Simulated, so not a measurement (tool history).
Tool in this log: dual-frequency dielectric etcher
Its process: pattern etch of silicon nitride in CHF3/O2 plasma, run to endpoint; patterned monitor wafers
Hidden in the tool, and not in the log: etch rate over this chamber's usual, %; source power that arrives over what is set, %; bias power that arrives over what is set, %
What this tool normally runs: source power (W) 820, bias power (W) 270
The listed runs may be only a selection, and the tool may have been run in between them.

| run | hour | source power (W) | bias power (W) | wafers since the last listed run | hours since the last wet clean | hours since the last source power generator calibration | hours since the last bias power generator calibration | hours since the last upper electrode change | incoming incoming film thickness, nm | endpoint time (s) |
|---|---|---|---|---|---|---|---|---|---|---|
| 1 | 0 | 820 | 270 | 0 | 407.8 | 3300.3 | 4873.9 | 2665.6 | 85.3 | 48.2 |
| 2 | 38.1 | 820 | 270 | 537 | 445.9 | 3338.4 | 4912 | 2703.7 | 85.4 | 48.5 |
|  | 90.3 | wet clean of the chamber |
| 3 | 90.8 | 820 | 270 | 405 | 0.5 | 3391.1 | 4964.7 | 2756.4 | 85.1 | 46.8 |
| 4 | 125.1 | 820 | 243 | 484 | 34.8 | 3425.4 | 4999 | 2790.7 | 85.6 | 49.5 |
| 5 | 176.6 | 820 | 243 | 726 | 86.3 | 3476.9 | 5050.5 | 2842.2 | 85.9 | 49.7 |
| 6 | 205.1 | 820 | 221 | 402 | 114.8 | 3505.4 | 5079 | 2870.7 | 86.1 | 52.3 |
| 7 | 276.6 | 820 | 221 | 1009 | 186.3 | 3576.9 | 5150.5 | 2942.2 | 85.7 | 52.7 |
| 8 | 306.9 | 680 | 270 | 427 | 216.6 | 3607.2 | 5180.8 | 2972.5 | 86.1 | 52.1 |
| 9 | 359.5 | 680 | 270 | 742 | 269.2 | 3659.8 | 5233.4 | 3025.1 | 84.8 | 51.6 |
| 10 | 418.7 | 820 | 237 | 835 | 328.4 | 3719 | 5292.6 | 3084.3 | 85 | 50.6 |
| 11 | 466.8 | 820 | 237 | 678 | 376.5 | 3767.1 | 5340.7 | 3132.4 | 85.4 | 51 |
| 12 | 496 | 820 | 237 | 412 | 405.7 | 3796.3 | 5369.9 | 3161.6 | 86.6 | 51.8 |
|  | 555.8 | bias power generator calibrated |
| 13 | 556.3 | 690 | 231 | 794 | 466 | 3856.6 | 0.5 | 3221.9 | 85.3 | 55.4 |
|  | 612.9 | wet clean of the chamber |
|  | 645.5 | upper electrode replaced |
|  | 722 | source power generator calibrated |
| 14 | 722.3 | 670 | 287 | 1609 | 109.4 | 0.3 | 166.5 | 76.8 | 86.2 | 53.5 |
| 15 | 781.3 | 940 | 270 | 832 | 168.4 | 59.3 | 225.5 | 135.8 | 86.1 | 47.8 |
| 16 | 816.6 | 890 | 328 | 498 | 203.7 | 94.6 | 260.8 | 171.1 | 85.9 | 44.7 |
|  | 868.1 | wet clean of the chamber, repeated, since the last time left the tool worse |
| 17 | 885.1 | 930 | 270 | 628 | 17 | 163.1 | 329.3 | 239.6 | 85.1 | 44.6 |
| 18 | 943.5 | 820 | 237 | 824 | 75.4 | 221.5 | 387.7 | 298 | 85.9 | 50.3 |
| 19 | 972 | 710 | 270 | 402 | 103.9 | 250 | 416.2 | 326.5 | 86 | 51.3 |
| 20 | 1081.2 | 820 | 270 | 1541 | 213.1 | 359.2 | 525.4 | 435.7 | 85.7 | 48.6 |
| 21 | 1143.4 | 690 | 231 | 877 | 275.3 | 421.4 | 587.6 | 497.9 | 85.9 | 56.2 |
| 22 | 1209 | 940 | 236 | 925 | 340.9 | 487 | 653.2 | 563.5 | 86.4 | 48.9 |
| 23 | 1273 | 970 | 203 | 903 | 404.9 | 551 | 717.2 | 627.5 | 85.7 | 51.6 |
|  | 1332.8 | wet clean of the chamber |
| 24 | 1333.3 | 670 | 270 | 512 | 0.5 | 611.3 | 777.5 | 687.8 | 85.2 | 51.2 |
| 25 | 1377.1 | 930 | 210 | 618 | 44.3 | 655.1 | 821.3 | 731.6 | 86.7 | 50.6 |
| 26 | 1445.6 | 640 | 309 | 966 | 112.8 | 723.6 | 889.8 | 800.1 | 85.4 | 50 |
| 27 | 1511.7 | 1020 | 305 | 933 | 178.9 | 789.7 | 955.9 | 866.2 | 85.2 | 40.5 |

What the log doesn't show, run by run:
source power that arrives over what is set, %: 0 across all the runs
bias power that arrives over what is set, %: 0 across all the runs
H1: etch rate over this chamber's usual, %
| run | H1 |
|---|---|
| 1 | -2.67 |
| 2 | -2.91 |
| 3 | 0.705 |
| 4 | 0.491 |
| 5 | 0.169 |
| 6 | -0.00869 |
| 7 | -0.455 |
| 8 | -0.644 |
| 9 | -0.973 |
| 10 | -1.34 |
| 11 | -1.64 |
| 12 | -1.83 |
| 13 | -2.2 |
| 14 | -6.03 |
| 15 | -6.39 |
| 16 | -6.61 |
| 17 | -0.235 |
| 18 | -0.599 |
| 19 | -0.777 |
| 20 | -1.46 |
| 21 | -1.85 |
| 22 | -2.26 |
| 23 | -2.66 |
| 24 | 0.345 |
| 25 | 0.0713 |
| 26 | -0.357 |
| 27 | -0.769 |
